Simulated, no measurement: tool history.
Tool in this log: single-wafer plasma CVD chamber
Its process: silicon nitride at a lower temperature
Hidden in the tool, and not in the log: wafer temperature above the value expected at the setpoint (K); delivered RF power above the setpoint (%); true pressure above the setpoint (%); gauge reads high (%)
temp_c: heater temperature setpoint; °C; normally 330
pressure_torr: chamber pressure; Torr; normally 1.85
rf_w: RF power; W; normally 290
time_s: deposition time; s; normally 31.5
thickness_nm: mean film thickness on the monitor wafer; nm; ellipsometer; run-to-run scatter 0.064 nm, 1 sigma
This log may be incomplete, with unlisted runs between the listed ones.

run,hour,temp_c,pressure_torr,rf_w,time_s,wafers since the last listed run,hours since the last thermocouple change,hours since the last RF generator calibration,hours since the last manometer calibration,hours since the showerhead was replaced,hours since the gauge calibration,"read-back reference wafer on the same gauge, thickness_nm",thickness_nm
1,0.0,336,1.85,290,31.5,0,1122.7,1896.0,1191.0,2921.7,180.4,30.690,33.412
2,10.4,336,1.85,290,31.5,214,1133.1,1906.4,1201.4,2932.1,190.8,30.695,33.392
3,18.8,336,1.85,290,31.5,173,1141.5,1914.8,1209.8,2940.5,199.2,30.738,33.330
4,28.6,330,1.85,290,31.5,202,1151.3,1924.6,1219.6,2950.3,209.0,30.710,33.380
5,37.8,330,1.85,290,31.5,190,1160.5,1933.8,1228.8,2959.5,218.2,30.701,33.290
6,48.2,330,1.85,290,31.5,214,1170.9,1944.2,1239.2,2969.9,228.6,30.716,33.324
7,60.3,330,1.85,290,31.5,250,1183.0,1956.3,1251.3,2982.0,240.7,30.737,33.402
8,75.7,330,1.85,290,36.5,318,1198.4,1971.7,1266.7,2997.4,256.1,30.692,38.731
# hour 89.9: thermocouple changed; heater temperature recalibrated
# hour 91.0: gauge calibrated
9,91.9,330,1.85,290,36.5,169,2.0,1987.9,1282.9,3013.6,0.9,30.689,38.656
10,99.4,330,1.85,290,36.5,155,9.5,1995.4,1290.4,3021.1,8.4,30.726,38.566
11,115.6,330,1.85,290,29.9,334,25.7,2011.6,1306.6,3037.3,24.6,30.669,31.627
12,130.1,345,1.85,290,31.5,299,40.2,2026.1,1321.1,3051.8,39.1,30.709,32.907
# hour 141.3: showerhead replaced
13,141.8,330,1.85,290,35.9,76,51.9,2037.8,1332.8,0.5,50.8,30.677,37.764
14,147.2,330,1.85,290,31.5,111,57.3,2043.2,1338.2,5.9,56.2,30.664,33.137
15,156.7,335,2.06,235,37.7,196,66.8,2052.7,1347.7,15.4,65.7,30.684,32.125
16,172.7,330,2.24,290,29.9,330,82.8,2068.7,1363.7,31.4,81.7,30.665,32.387
# hour 184.3: capacitance manometer re-zeroed and calibrated
# hour 185.1: RF generator calibrated
17,189.0,335,1.85,345,31.5,156,99.1,3.9,4.7,47.7,98.0,30.699,41.144
18,197.0,337,1.85,290,31.5,165,107.1,11.9,12.7,55.7,106.0,30.702,35.002
19,212.4,319,2.18,260,29.1,318,122.5,27.3,28.1,71.1,121.4,30.694,30.046
20,226.0,330,1.85,290,31.5,281,136.1,40.9,41.7,84.7,135.0,30.724,35.203
21,239.9,344,1.46,250,31.5,287,150.0,54.8,55.6,98.6,148.9,30.719,29.016

Run 22 has not been measured yet. What should we expect?
22,256.2,330,1.85,290,31.5,336,166.3,71.1,71.9,114.9,165.2,?,?

Run 22 gave read-back reference wafer on the same gauge, thickness_nm 30.697, thickness_nm 35.121 nm.
On a tool with no hidden condition, and with the same random variation, this run would have come out at thickness_nm 35.213 nm.

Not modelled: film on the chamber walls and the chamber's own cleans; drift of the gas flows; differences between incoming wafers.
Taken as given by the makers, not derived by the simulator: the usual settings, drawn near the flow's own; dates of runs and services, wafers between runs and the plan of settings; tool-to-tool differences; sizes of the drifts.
